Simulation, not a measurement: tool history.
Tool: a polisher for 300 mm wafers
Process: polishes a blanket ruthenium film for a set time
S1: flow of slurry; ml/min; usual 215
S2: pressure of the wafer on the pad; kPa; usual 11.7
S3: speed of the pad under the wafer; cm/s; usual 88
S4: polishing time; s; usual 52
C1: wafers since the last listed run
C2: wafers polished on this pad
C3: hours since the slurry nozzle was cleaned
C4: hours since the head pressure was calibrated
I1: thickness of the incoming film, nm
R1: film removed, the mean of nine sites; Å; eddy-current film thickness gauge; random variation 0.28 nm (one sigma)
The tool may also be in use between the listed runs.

run 1 hour=0.0 | S1=215 S2=9.0 S3=88 S4=52 | C1=0 C2=915 C3=541.7 C4=378.5 | I1=489.5 | R1=297
run 2 hour=81.2 | S1=215 S2=11.7 S3=88 S4=52 | C1=742 C2=1658 C3=622.9 C4=459.7 | I1=487.3 | R1=345
-- hour=138.0 slurry nozzle cleaned
run 3 hour=182.3 | S1=215 S2=11.7 S3=82 S4=52 | C1=915 C2=2574 C3=44.3 C4=560.8 | I1=484.6 | R1=341
run 4 hour=263.0 | S1=195 S2=11.7 S3=88 S4=52 | C1=738 C2=3312 C3=125.0 C4=641.5 | I1=482.0 | R1=351
-- hour=315.1 head pressure recalibrated
run 5 hour=328.0 | S1=195 S2=11.7 S3=88 S4=52 | C1=576 C2=3888 C3=190.0 C4=12.9 | I1=471.7 | R1=354
run 6 hour=374.6 | S1=215 S2=14.5 S3=70 S4=52 | C1=426 C2=4314 C3=236.6 C4=59.5 | I1=481.5 | R1=348
run 7 hour=420.9 | S1=215 S2=14.5 S3=70 S4=52 | C1=423 C2=4738 C3=282.9 C4=105.8 | I1=476.8 | R1=352
run 8 hour=466.2 | S1=215 S2=11.7 S3=88 S4=52 | C1=414 C2=5152 C3=328.2 C4=151.1 | I1=479.9 | R1=353
-- hour=500.7 worn pad replaced by a new one
run 9 hour=548.5 | S1=215 S2=11.7 S3=88 S4=52 | C1=716 C2=437 C3=410.5 C4=233.4 | I1=482.0 | R1=357
run 10 hour=602.6 | S1=215 S2=11.7 S3=88 S4=52 | C1=494 C2=932 C3=464.6 C4=287.5 | I1=485.3 | R1=360
run 11 hour=695.0 | S1=215 S2=11.7 S3=88 S4=52 | C1=845 C2=1777 C3=557.0 C4=379.9 | I1=476.5 | R1=354
-- hour=718.5 slurry nozzle cleaned
run 12 hour=765.6 | S1=215 S2=11.7 S3=88 S4=52 | C1=636 C2=2413 C3=47.1 C4=450.5 | I1=479.2 | R1=363
run 13 hour=866.0 | S1=215 S2=11.0 S3=88 S4=52 | C1=918 C2=3332 C3=147.5 C4=550.9 | I1=483.7 | R1=346
run 14 hour=961.0 | S1=215 S2=11.7 S3=114 S4=52 | C1=868 C2=4201 C3=242.5 C4=645.9 | I1=485.1 | R1=435
-- hour=1042.2 head pressure recalibrated
run 15 hour=1066.6 | S1=215 S2=11.7 S3=88 S4=52 | C1=947 C2=5148 C3=348.1 C4=24.4 | I1=481.0 | R1=354
-- hour=1116.9 worn pad replaced by a new one
run 16 hour=1120.9 | S1=215 S2=15.2 S3=104 S4=45 | C1=460 C2=36 C3=402.4 C4=78.7 | I1=488.1 | R1=415
run 17 hour=1200.0 | S1=215 S2=11.7 S3=88 S4=52 | C1=723 C2=759 C3=481.5 C4=157.8 | I1=482.4 | R1=351
run 18 hour=1283.2 | S1=215 S2=11.7 S3=88 S4=52 | C1=760 C2=1520 C3=564.7 C4=241.0 | I1=480.2 | R1=351
-- hour=1299.5 slurry nozzle cleaned
run 19 hour=1367.6 | S1=215 S2=8.3 S3=80 S4=52 | C1=762 C2=2283 C3=68.1 C4=325.4 | I1=481.1 | R1=275
run 20 hour=1446.5 | S1=170 S2=11.7 S3=88 S4=52 | C1=721 C2=3005 C3=147.0 C4=404.3 | I1=483.6 | R1=352
run 21 hour=1528.3 | S1=215 S2=11.7 S3=88 S4=52 | C1=748 C2=3753 C3=228.8 C4=486.1 | I1=480.6 | R1=354
run 22 hour=1624.2 | S1=185 S2=11.7 S3=88 S4=69 | C1=877 C2=4630 C3=324.7 C4=582.0 | I1=483.5 | R1=461
run 23 hour=1713.3 | S1=275 S2=13.1 S3=88 S4=52 | C1=814 C2=5445 C3=413.8 C4=671.1 | I1=478.8 | R1=389
-- hour=1752.9 head pressure recalibrated
run 24 hour=1792.2 | S1=215 S2=11.7 S3=68 S4=52 | C1=703 C2=6148 C3=492.7 C4=39.3 | I1=483.2 | R1=289
-- hour=1826.8 worn pad replaced by a new one
run 25 hour=1860.0 | S1=215 S2=11.7 S3=112 S4=36 | C1=583 C2=303 C3=560.5 C4=107.1 | I1=477.8 | R1=293
run 26 hour=1898.2 | S1=215 S2=11.7 S3=88 S4=52 | C1=349 C2=653 C3=598.7 C4=145.3 | I1=481.8 | R1=344
run 27 hour=1969.4 | S1=150 S2=10.3 S3=88 S4=58 | C1=651 C2=1304 C3=669.9 C4=216.5 | I1=473.8 | R1=344
run 28 hour=2059.7 | S1=215 S2=11.7 S3=104 S4=52 | C1=825 C2=2130 C3=760.2 C4=306.8 | I1=482.7 | R1=394
-- hour=2061.9 slurry nozzle cleaned
run 29 hour=2164.7 | S1=255 S2=11.7 S3=64 S4=52 | C1=951 C2=3081 C3=102.8 C4=411.8 | I1=472.4 | R1=297
run 30 hour=2233.6 | S1=215 S2=11.7 S3=88 S4=52 | C1=630 C2=3711 C3=171.7 C4=480.7 | I1=475.4 | R1=358
run 31 hour=2281.3 | S1=215 S2=11.7 S3=88 S4=52 | C1=436 C2=4147 C3=219.4 C4=528.4 | I1=488.3 | R1=357
run 32 hour=2325.0 | S1=260 S2=8.3 S3=76 S4=59 | C1=399 C2=4547 C3=263.1 C4=572.1 | I1=481.6 | R1=306
run 33 hour=2364.6 | S1=215 S2=11.7 S3=88 S4=52 | C1=362 C2=4909 C3=302.7 C4=611.7 | I1=478.2 | R1=360
-- hour=2371.5 head pressure recalibrated
run 34 hour=2431.9 | S1=170 S2=9.0 S3=88 S4=60 | C1=597 C2=5507 C3=370.0 C4=60.4 | I1=475.2 | R1=339
-- hour=2476.7 worn pad replaced by a new one
run 35 hour=2510.5 | S1=215 S2=11.7 S3=72 S4=52 | C1=682 C2=309 C3=448.6 C4=139.0 | I1=471.1 | R1=305
run 36 hour=2604.4 | S1=215 S2=11.7 S3=88 S4=52 | C1=858 C2=1168 C3=542.5 C4=232.9 | I1=469.3 | R1=351

Hidden state or all else? Some run-to-run changes of R1, split into what the settings, what came in and random variation would give without the hidden state, and what is left for the hidden state (with any gauge scatter that isn't in both results):
The hidden state here: removal rate lost through wear of the pad, %; slurry flow missing at the pad, %; deviation of the head's pressure from its setpoint, %.
Run 2 -> 3: S3 88 -> 82, slurry nozzle cleaned. R1 -4 Å: hidden state +15, all else -19.
Run 18 -> 19: S2 11.7 -> 8.3, S3 88 -> 80, slurry nozzle cleaned. R1 -76 Å: hidden state +12, all else -88.
Run 21 -> 22: S1 215 -> 185, S4 52 -> 69. R1 +107 Å: hidden state -5, all else +112.
Run 23 -> 24: S1 275 -> 215, S2 13.1 -> 11.7, S3 88 -> 68, head pressure recalibrated. R1 -100 Å: hidden state -1, all else -99.
Run 28 -> 29: S1 215 -> 255, S3 104 -> 64, slurry nozzle cleaned. R1 -97 Å: hidden state +19, all else -116.
